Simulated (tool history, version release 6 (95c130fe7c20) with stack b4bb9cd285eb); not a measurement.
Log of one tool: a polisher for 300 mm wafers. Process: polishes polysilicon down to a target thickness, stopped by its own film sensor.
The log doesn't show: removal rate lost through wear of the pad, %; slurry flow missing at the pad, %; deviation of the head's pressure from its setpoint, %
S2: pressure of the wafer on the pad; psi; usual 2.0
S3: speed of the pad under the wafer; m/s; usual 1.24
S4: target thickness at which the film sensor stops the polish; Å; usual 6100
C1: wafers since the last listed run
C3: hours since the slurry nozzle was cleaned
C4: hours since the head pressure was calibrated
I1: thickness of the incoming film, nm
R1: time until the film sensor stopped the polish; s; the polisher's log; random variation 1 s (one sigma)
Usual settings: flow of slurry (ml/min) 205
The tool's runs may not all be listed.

{"run": 1, "hour": 0.0, "flow of slurry (ml/min)": 205, "S2": 2.0, "S3": 1.24, "S4": 6100, "C1": 0, "wafers polished on this pad": 663, "C3": 645.6, "C4": 629.7, "I1": 1025.3, "R1": 56.4}
{"run": 2, "hour": 16.1, "flow of slurry (ml/min)": 205, "S2": 2.0, "S3": 1.24, "S4": 6100, "C1": 211, "wafers polished on this pad": 875, "C3": 661.7, "C4": 645.8, "I1": 1024.6, "R1": 54.8}
{"run": 3, "hour": 23.4, "flow of slurry (ml/min)": 205, "S2": 2.0, "S3": 1.24, "S4": 6100, "C1": 96, "wafers polished on this pad": 972, "C3": 669.0, "C4": 653.1, "I1": 1030.3, "R1": 54.8}
{"run": 4, "hour": 36.3, "flow of slurry (ml/min)": 205, "S2": 2.0, "S3": 1.24, "S4": 6100, "C1": 169, "wafers polished on this pad": 1141, "C3": 681.9, "C4": 666.0, "I1": 1034.9, "R1": 57.2}
{"hour": 48.1, "done": "worn pad replaced by a new one"}
{"run": 5, "hour": 48.6, "flow of slurry (ml/min)": 170, "S2": 2.0, "S3": 1.24, "S4": 6100, "C1": 109, "wafers polished on this pad": 6, "C3": 694.2, "C4": 678.3, "I1": 1041.4, "R1": 59.4}
{"run": 6, "hour": 56.6, "flow of slurry (ml/min)": 170, "S2": 2.0, "S3": 1.24, "S4": 6100, "C1": 105, "wafers polished on this pad": 112, "C3": 702.2, "C4": 686.3, "I1": 1021.5, "R1": 54.9}
{"run": 7, "hour": 70.0, "flow of slurry (ml/min)": 170, "S2": 2.0, "S3": 1.24, "S4": 6100, "C1": 176, "wafers polished on this pad": 288, "C3": 715.6, "C4": 699.7, "I1": 1026.5, "R1": 55.8}
{"hour": 72.7, "done": "slurry nozzle cleaned"}
{"run": 8, "hour": 84.8, "flow of slurry (ml/min)": 205, "S2": 2.0, "S3": 1.4, "S4": 6100, "C1": 181, "wafers polished on this pad": 470, "C3": 12.1, "C4": 714.5, "I1": 1021.1, "R1": 50.0}
{"run": 9, "hour": 102.3, "flow of slurry (ml/min)": 205, "S2": 2.0, "S3": 1.4, "S4": 6100, "C1": 230, "wafers polished on this pad": 700, "C3": 29.6, "C4": 732.0, "I1": 1044.4, "R1": 50.3}
{"run": 10, "hour": 113.6, "flow of slurry (ml/min)": 205, "S2": 2.0, "S3": 1.24, "S4": 6100, "C1": 148, "wafers polished on this pad": 849, "C3": 40.9, "C4": 743.3, "I1": 1029.2, "R1": 55.9}
{"run": 11, "hour": 121.4, "flow of slurry (ml/min)": 230, "S2": 2.4, "S3": 1.24, "S4": 6100, "C1": 102, "wafers polished on this pad": 952, "C3": 48.7, "C4": 751.1, "I1": 1026.6, "R1": 46.6}

Forecast run 12:
{"hour": 124.9, "done": "head pressure recalibrated"}
{"hour": 136.2, "done": "worn pad replaced by a new one"}
{"run": 12, "hour": 136.7, "flow of slurry (ml/min)": 250, "S2": 1.8, "S3": 1.24, "S4": 6100, "C1": 122, "wafers polished on this pad": 6, "C3": 64.0, "C4": 11.8, "I1": 1029.6, "R1": "?"}

{"run 12": {"R1": 60.8}}
Without the tool's hidden state the same run would have given R1 60.8 s.

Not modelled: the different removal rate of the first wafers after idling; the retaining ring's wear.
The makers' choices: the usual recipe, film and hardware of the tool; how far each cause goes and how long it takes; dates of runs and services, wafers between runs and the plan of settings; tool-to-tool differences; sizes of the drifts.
